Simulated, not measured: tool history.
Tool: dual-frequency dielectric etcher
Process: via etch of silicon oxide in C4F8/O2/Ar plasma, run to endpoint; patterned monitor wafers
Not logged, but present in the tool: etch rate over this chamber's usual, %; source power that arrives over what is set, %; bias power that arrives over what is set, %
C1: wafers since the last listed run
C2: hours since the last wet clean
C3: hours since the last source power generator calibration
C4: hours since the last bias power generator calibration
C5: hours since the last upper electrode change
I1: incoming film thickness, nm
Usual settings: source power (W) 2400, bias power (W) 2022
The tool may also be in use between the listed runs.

Run 1, hour 0.0: usual settings but source power (W) 1960; C1 0; C2 99.7; C3 423.6; C4 2790.7; C5 4034.5; I1 2084.3. Result: endpoint time (s) 433.9.
Run 2, hour 54.8: usual settings but source power (W) 1960; C1 310; C2 154.5; C3 478.4; C4 2845.5; C5 4089.3; I1 2051.9. Result: endpoint time (s) 434.6.
Run 3, hour 115.8: usual settings but source power (W) 1960; C1 345; C2 215.5; C3 539.4; C4 2906.5; C5 4150.3; I1 2072.7. Result: endpoint time (s) 438.2.
Run 4, hour 153.0: usual settings; C1 210; C2 252.7; C3 576.6; C4 2943.7; C5 4187.5; I1 2031.3. Result: endpoint time (s) 390.1.
Run 5, hour 180.0: usual settings; C1 153; C2 279.7; C3 603.6; C4 2970.7; C5 4214.5; I1 2075.7. Result: endpoint time (s) 397.0.
Run 6, hour 223.7: usual settings; C1 247; C2 323.4; C3 647.3; C4 3014.4; C5 4258.2; I1 2072.4. Result: endpoint time (s) 399.7.
Run 7, hour 277.9: usual settings; C1 307; C2 377.6; C3 701.5; C4 3068.6; C5 4312.4; I1 2034.5. Result: endpoint time (s) 392.9.
Run 8, hour 333.1: usual settings; C1 312; C2 432.8; C3 756.7; C4 3123.8; C5 4367.6; I1 2074.7. Result: endpoint time (s) 400.8.
Run 9, hour 390.0: usual settings; C1 322; C2 489.7; C3 813.6; C4 3180.7; C5 4424.5; I1 2061.7. Result: endpoint time (s) 397.5.
At hour 454.5: wet clean of the chamber.
Run 10, hour 455.7: usual settings; C1 236; C2 1.2; C3 879.3; C4 3246.4; C5 4490.2; I1 2060.0. Result: endpoint time (s) 398.7.
Run 11, hour 500.4: usual settings; C1 253; C2 45.9; C3 924.0; C4 3291.1; C5 4534.9; I1 2051.3. Result: endpoint time (s) 394.8.
Run 12, hour 559.8: usual settings but source power (W) 2530, bias power (W) 2301; C1 336; C2 105.3; C3 983.4; C4 3350.5; C5 4594.3; I1 2029.9. Result: endpoint time (s) 366.5.
Run 13, hour 601.2: usual settings but source power (W) 2530, bias power (W) 2301; C1 234; C2 146.7; C3 1024.8; C4 3391.9; C5 4635.7; I1 2045.8. Result: endpoint time (s) 372.9.
Run 14, hour 661.7: usual settings but source power (W) 2530, bias power (W) 2301; C1 342; C2 207.2; C3 1085.3; C4 3452.4; C5 4696.2; I1 2040.0. Result: endpoint time (s) 370.0.
Run 15, hour 731.1: usual settings but source power (W) 2040, bias power (W) 1712; C1 393; C2 276.6; C3 1154.7; C4 3521.8; C5 4765.6; I1 2063.6. Result: endpoint time (s) 450.0.
Run 16, hour 773.9: usual settings but bias power (W) 1812; C1 242; C2 319.4; C3 1197.5; C4 3564.6; C5 4808.4; I1 2044.5. Result: endpoint time (s) 408.8.
Run 17, hour 843.0: usual settings but source power (W) 2780; C1 391; C2 388.5; C3 1266.6; C4 3633.7; C5 4877.5; I1 2076.9. Result: endpoint time (s) 373.7.
At hour 854.9: bias power generator calibrated.
At hour 991.9: wet clean of the chamber.
Run 18, hour 1025.4: usual settings; C1 874; C2 33.5; C3 1449.0; C4 170.5; C5 5059.9; I1 2062.6. Result: endpoint time (s) 396.6.
Run 19, hour 1089.0: usual settings but source power (W) 2990, bias power (W) 2407; C1 360; C2 97.1; C3 1512.6; C4 234.1; C5 5123.5; I1 2065.1. Result: endpoint time (s) 349.8.
At hour 1097.2: source power generator calibrated.
Run 20, hour 1159.5: usual settings but bias power (W) 2467; C1 376; C2 167.6; C3 62.3; C4 304.6; C5 5194.0; I1 2063.3. Result: endpoint time (s) 363.5.
At hour 1218.6: upper electrode replaced.
Run 21, hour 1219.1: usual settings; C1 201; C2 227.2; C3 121.9; C4 364.2; C5 0.5; I1 2053.4. Result: endpoint time (s) 382.1.
Run 22, hour 1255.5: usual settings but source power (W) 2080; C1 206; C2 263.6; C3 158.3; C4 400.6; C5 36.9; I1 2051.0. Result: endpoint time (s) 409.5.
Run 23, hour 1280.1: usual settings but source power (W) 2560, bias power (W) 2195; C1 139; C2 288.2; C3 182.9; C4 425.2; C5 61.5; I1 2058.3. Result: endpoint time (s) 360.5.
Run 24, hour 1319.8: usual settings; C1 224; C2 327.9; C3 222.6; C4 464.9; C5 101.2; I1 2043.5. Result: endpoint time (s) 378.0.
At hour 1328.6: source power generator calibrated, repeated, since the last time left the tool worse.
Run 25, hour 1377.9: usual settings but source power (W) 2930, bias power (W) 2444; C1 306; C2 386.0; C3 49.3; C4 523.0; C5 159.3; I1 2057.4. Result: endpoint time (s) 341.9.
Run 26, hour 1412.3: usual settings but source power (W) 2700, bias power (W) 1814; C1 194; C2 420.4; C3 83.7; C4 557.4; C5 193.7; I1 2071.9. Result: endpoint time (s) 385.3.
At hour 1467.9: wet clean of the chamber.
Run 27, hour 1468.4: usual settings but bias power (W) 2382; C1 181; C2 0.5; C3 139.8; C4 613.5; C5 249.8; I1 2061.4. Result: endpoint time (s) 374.6.
Run 28, hour 1532.5: usual settings; C1 363; C2 64.6; C3 203.9; C4 677.6; C5 313.9; I1 2049.5. Result: endpoint time (s) 391.4.
Run 29, hour 1588.8: usual settings but source power (W) 2910, bias power (W) 2501; C1 319; C2 120.9; C3 260.2; C4 733.9; C5 370.2; I1 2050.4. Result: endpoint time (s) 338.8.
Run 30, hour 1716.8: usual settings but source power (W) 1910, bias power (W) 1664; C1 725; C2 248.9; C3 388.2; C4 861.9; C5 498.2; I1 2040.9. Result: endpoint time (s) 458.6.
Run 31, hour 1761.3: usual settings but bias power (W) 2373; C1 252; C2 293.4; C3 432.7; C4 906.4; C5 542.7; I1 2023.7. Result: endpoint time (s) 367.6.
Run 32, hour 1824.4: usual settings but source power (W) 2590, bias power (W) 1712; C1 357; C2 356.5; C3 495.8; C4 969.5; C5 605.8; I1 2068.6. Result: endpoint time (s) 397.6.
Run 33, hour 1861.0: usual settings; C1 207; C2 393.1; C3 532.4; C4 1006.1; C5 642.4; I1 2038.2. Result: endpoint time (s) 390.2.

Here are 4 independent what-if runs from the current tool condition. What would each one return?
Run A, hour 1861.5: usual settings; C1 2; C2 393.6; C3 532.9; C4 1006.6; C5 642.9; I1 2060.1. Result: endpoint time (s) ?.
Run B, hour 1861.5: usual settings but source power (W) 1810, bias power (W) 1630; C1 2; C2 393.6; C3 532.9; C4 1006.6; C5 642.9; I1 2060.1. Result: endpoint time (s) ?.
Run C, hour 1861.5: usual settings but source power (W) 2650, bias power (W) 2478; C1 2; C2 393.6; C3 532.9; C4 1006.6; C5 642.9; I1 2060.1. Result: endpoint time (s) ?.
Run D, hour 1861.5: usual settings but source power (W) 2920, bias power (W) 2520; C1 2; C2 393.6; C3 532.9; C4 1006.6; C5 642.9; I1 2060.1. Result: endpoint time (s) ?.

run  endpoint time (s)
  A              397.7
  B              480.3
  C              360.6
  D              343.5
What these runs would have given with no unlogged condition in the tool:
run  endpoint time (s)
  A              397.7
  B              480.4
  C              360.6
  D              343.5
